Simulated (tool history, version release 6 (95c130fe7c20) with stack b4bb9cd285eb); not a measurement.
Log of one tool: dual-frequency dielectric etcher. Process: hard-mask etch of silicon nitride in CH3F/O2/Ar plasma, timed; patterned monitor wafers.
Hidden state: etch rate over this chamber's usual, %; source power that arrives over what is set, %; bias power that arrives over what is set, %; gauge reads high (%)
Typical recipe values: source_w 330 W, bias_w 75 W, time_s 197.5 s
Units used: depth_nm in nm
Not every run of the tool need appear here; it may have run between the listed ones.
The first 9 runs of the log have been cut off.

run   hour  source_w  bias_w  time_s  wafers since the last listed run  hours since the last wet clean  hours since the last source power generator calibration  hours since the last bias power generator calibration  hours since the last upper electrode change  hours since the gauge calibration  read-back reference wafer on the same gauge, depth_nm  depth_nm
 10  120.0       350      65   160.5                                60                           355.3                                                     18.9                                                 2610.2                                         79.6                              548.3                                                  150.2     110.0
 11  130.3       260      75   176.5                                87                           365.6                                                     29.2                                                 2620.5                                         89.9                              558.6                                                  149.8     107.1
     148.2  -- bias power generator calibrated
 12  148.7       330      75   197.5                               122                           384.0                                                     47.6                                                    0.5                                        108.3                              577.0                                                  150.0     136.0
 13  160.7       360      84   142.0                               102                           396.0                                                     59.6                                                   12.5                                        120.3                              589.0                                                  149.6     104.7
 14  174.7       330      59   197.5                               119                           410.0                                                     73.6                                                   26.5                                        134.3                              603.0                                                  149.7     131.5
     176.2  -- gauge calibrated
 15  188.1       260      75   176.5                               114                           423.4                                                     87.0                                                   39.9                                        147.7                               11.9                                                  150.0     107.8
 16  197.6       330      58   244.0                                80                           432.9                                                     96.5                                                   49.4                                        157.2                               21.4                                                  150.3     159.2
 17  205.2       300      75   197.5                                64                           440.5                                                    104.1                                                   57.0                                        164.8                               29.0                                                  149.9     129.7
     255.2  -- wet clean of the chamber
 18  255.7       330      86   149.5                               225                             0.5                                                    154.6                                                  107.5                                        215.3                               79.5                                                  150.1     102.8
 19  263.2       330      86   149.5                                63                             8.0                                                    162.1                                                  115.0                                        222.8                               87.0                                                  149.7     102.5
 20  277.6       330      75   197.5                               122                            22.4                                                    176.5                                                  129.4                                        237.2                              101.4                                                  149.8     131.1
 21  292.4       330      83   197.5                               126                            37.2                                                    191.3                                                  144.2                                        252.0                              116.2                                                  149.9     134.7
 22  308.3       330      75   197.5                               135                            53.1                                                    207.2                                                  160.1                                        267.9                              132.1                                                  149.6     132.7
 23  318.8       380      60   159.5                                89                            63.6                                                    217.7                                                  170.6                                        278.4                              142.6                                                  150.0     109.8
 24  335.5       290      75   240.0                               142                            80.3                                                    234.4                                                  187.3                                        295.1                              159.3                                                  149.5     150.2
 25  345.6       330      75   197.5                                86                            90.4                                                    244.5                                                  197.4                                        305.2                              169.4                                                  149.8     133.2
 26  358.0       360      80   161.0                               105                           102.8                                                    256.9                                                  209.8                                        317.6                              181.8                                                  150.4     114.4
 27  368.7       330      75   146.0                                91                           113.5                                                    267.6                                                  220.5                                        328.3                              192.5                                                  150.3      98.7
 28  376.0       260      68   144.5                                62                           120.8                                                    274.9                                                  227.8                                        335.6                              199.8                                                  149.9      84.2
 29  383.3       330      87   169.0                                62                           128.1                                                    282.2                                                  235.1                                        342.9                              207.1                                                  149.8     118.2
 30  395.4       330      75   197.5                               103                           140.2                                                    294.3                                                  247.2                                        355.0                              219.2                                                  150.1     132.1

What if the next run were any one of these 4? Each begins from the tool's condition after run 30:
  A  395.9       330      75   148.5                                 4                           140.7                                                    294.8                                                  247.7                                        355.5                              219.7                                                      ?         ?
  B  395.9       290      57   238.0                                 4                           140.7                                                    294.8                                                  247.7                                        355.5                              219.7                                                      ?         ?
  C  395.9       330      75   252.0                                 4                           140.7                                                    294.8                                                  247.7                                        355.5                              219.7                                                      ?         ?
  D  395.9       360      89   197.5                                 4                           140.7                                                    294.8                                                  247.7                                        355.5                              219.7                                                      ?         ?

run  read-back reference wafer on the same gauge, depth_nm  depth_nm
  A                                                  150.0     100.2
  B                                                  150.0     142.6
  C                                                  150.0     170.0
  D                                                  150.0     144.3
Had the tool no hidden state, the same runs would have come out as:
run  depth_nm
  A      98.3
  B     139.9
  C     166.9
  D     141.6
